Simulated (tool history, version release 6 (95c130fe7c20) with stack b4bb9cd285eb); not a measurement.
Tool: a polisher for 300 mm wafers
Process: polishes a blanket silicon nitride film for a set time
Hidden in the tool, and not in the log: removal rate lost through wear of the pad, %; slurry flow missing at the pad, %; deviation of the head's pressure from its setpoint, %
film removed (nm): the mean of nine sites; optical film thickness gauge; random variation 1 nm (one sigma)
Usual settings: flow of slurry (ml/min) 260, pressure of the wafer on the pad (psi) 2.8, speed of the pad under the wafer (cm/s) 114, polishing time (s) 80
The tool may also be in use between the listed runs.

| run | hour | flow of slurry (ml/min) | pressure of the wafer on the pad (psi) | speed of the pad under the wafer (cm/s) | polishing time (s) | wafers since the last listed run | wafers polished on this pad | hours since the slurry nozzle was cleaned | hours since the head pressure was calibrated | incoming thickness of the incoming film, nm | film removed (nm) |
|---|---|---|---|---|---|---|---|---|---|---|---|
| 1 | 0.0 | 260 | 2.8 | 140 | 80 | 0 | 134 | 382.4 | 252.5 | 861.9 | 132.3 |
| 2 | 17.9 | 260 | 2.8 | 140 | 80 | 189 | 323 | 400.3 | 270.4 | 856.0 | 129.9 |
| 3 | 29.7 | 260 | 2.8 | 114 | 80 | 124 | 448 | 412.1 | 282.2 | 864.5 | 116.3 |
| 4 | 38.6 | 260 | 2.8 | 114 | 80 | 94 | 542 | 421.0 | 291.1 | 858.0 | 114.5 |
|  | 44.1 | worn pad replaced by a new one |
| 5 | 49.0 | 260 | 2.8 | 114 | 88 | 67 | 51 | 431.4 | 301.5 | 859.5 | 126.1 |
| 6 | 63.8 | 260 | 2.8 | 114 | 88 | 156 | 208 | 446.2 | 316.3 | 859.3 | 127.3 |
| 7 | 81.7 | 260 | 2.8 | 114 | 80 | 189 | 397 | 464.1 | 334.2 | 868.9 | 116.5 |
| 8 | 91.0 | 320 | 2.8 | 136 | 80 | 98 | 496 | 473.4 | 343.5 | 871.5 | 133.8 |
|  | 99.7 | worn pad replaced by a new one |
| 9 | 100.2 | 320 | 2.8 | 136 | 80 | 55 | 5 | 482.6 | 352.7 | 849.2 | 133.5 |
| 10 | 105.0 | 320 | 2.8 | 136 | 80 | 50 | 56 | 487.4 | 357.5 | 854.5 | 132.1 |
| 11 | 112.8 | 260 | 2.8 | 96 | 80 | 82 | 138 | 495.2 | 365.3 | 862.3 | 105.5 |
| 12 | 123.9 | 260 | 2.8 | 114 | 56 | 117 | 256 | 506.3 | 376.4 | 871.1 | 80.3 |
| 13 | 130.6 | 260 | 2.8 | 82 | 80 | 70 | 327 | 513.0 | 383.1 | 866.0 | 95.4 |
|  | 146.6 | worn pad replaced by a new one |
| 14 | 147.1 | 260 | 2.8 | 114 | 80 | 132 | 5 | 529.5 | 399.6 | 848.0 | 114.8 |
|  | 148.8 | slurry nozzle cleaned |
| 15 | 152.0 | 340 | 2.8 | 92 | 62 | 41 | 47 | 3.2 | 404.5 | 854.3 | 86.2 |
|  | 157.0 | head pressure recalibrated |
| 16 | 161.5 | 260 | 2.8 | 114 | 80 | 79 | 126 | 12.7 | 4.5 | 862.2 | 122.3 |
| 17 | 174.4 | 285 | 3.3 | 134 | 60 | 136 | 263 | 25.6 | 17.4 | 849.3 | 119.1 |
| 18 | 185.8 | 260 | 2.8 | 114 | 105 | 120 | 383 | 37.0 | 28.8 | 843.8 | 159.6 |
| 19 | 195.2 | 305 | 2.8 | 114 | 80 | 99 | 483 | 46.4 | 38.2 | 855.6 | 124.1 |
|  | 204.4 | worn pad replaced by a new one |
| 20 | 207.5 | 305 | 3.1 | 82 | 80 | 87 | 33 | 58.7 | 50.5 | 860.5 | 112.0 |
| 21 | 218.1 | 260 | 2.8 | 114 | 80 | 112 | 145 | 69.3 | 61.1 | 847.1 | 120.7 |

4 ways to go on from here, each from the tool as it stands after run 21. What would each give?
| A | 218.5 | 260 | 2.8 | 148 | 80 | 4 | 149 | 69.7 | 61.5 | 872.7 | ? |
| B | 218.5 | 260 | 2.4 | 132 | 80 | 4 | 149 | 69.7 | 61.5 | 872.7 | ? |
| C | 218.5 | 260 | 2.5 | 78 | 80 | 4 | 149 | 69.7 | 61.5 | 872.7 | ? |
| D | 218.5 | 260 | 2.8 | 86 | 80 | 4 | 149 | 69.7 | 61.5 | 872.7 | ? |

| run | film removed (nm) |
|---|---|
| A | 141.5 |
| B | 115.4 |
| C | 88.3 |
| D | 102.6 |
Without the tool's hidden state the same runs would have given:
| run | film removed (nm) |
|---|---|
| A | 144.3 |
| B | 117.7 |
| C | 90.0 |
| D | 104.6 |
